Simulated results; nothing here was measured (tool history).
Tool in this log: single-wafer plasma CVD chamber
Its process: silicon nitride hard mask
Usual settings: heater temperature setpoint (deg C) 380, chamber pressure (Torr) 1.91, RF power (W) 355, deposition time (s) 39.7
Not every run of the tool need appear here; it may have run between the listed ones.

run	hour	heater temperature setpoint (deg C)	chamber pressure (Torr)	RF power (W)	deposition time (s)	read-back reference wafer on the same gauge, thickness_nm	mean film thickness on the monitor wafer (nm)
1	0	380	1.91	400	37.1	66.543	55.094
2	20.9	380	1.72	355	39.7	66.587	54.834
3	50	380	1.72	355	39.7	66.608	54.931
4	77.6	380	1.91	355	39.7	66.657	56.047
5	113.3	380	1.91	355	39.7	66.555	55.887
6	136.7	376	1.91	355	39.7	66.591	55.972
7	169.7	380	1.91	355	39.7	66.565	56.127
# hour 184.1: gauge calibrated
8	185.1	380	1.91	355	39.7	66.586	56.019
# hour 230.9: thermocouple changed; heater temperature recalibrated
# hour 237: capacitance manometer re-zeroed and calibrated
9	239.4	380	1.91	355	39.7	66.588	56.261
10	255.4	389	2.04	325	47.1	66.598	64.498
11	288.7	380	1.91	355	39.7	66.569	55.961
12	304.5	373	1.61	400	42.2	66.666	60.701
# hour 314.6: RF generator calibrated
# hour 324: showerhead replaced, of another model than before
13	324.5	380	1.91	290	39.7	66.568	49.921
14	333.3	380	1.47	355	39.7	66.608	56.055
15	364.6	380	1.5	310	39.7	66.605	50.417
16	388.2	387	1.72	415	34.3	66.602	54.247
17	415.5	380	1.91	355	39.7	66.588	57.578
18	503.9	370	1.91	375	35.4	66.54	53.275
19	528.7	380	1.91	355	39.7	66.641	57.077

Forecast each of these 3 alternatives for the next run:
A	529.1	380	1.91	335	39.7	?	?
B	529.1	366	1.51	295	42.4	?	?
C	529.1	380	1.91	355	44.2	?	?

run	read-back reference wafer on the same gauge, thickness_nm	mean film thickness on the monitor wafer (nm)
A	66.575	54.782
B	66.575	51.595
C	66.575	63.586
With the hidden condition removed and each run's random variation left untouched, the same runs would have given:
run	mean film thickness on the monitor wafer (nm)
A	55.8
B	52.595
C	64.728
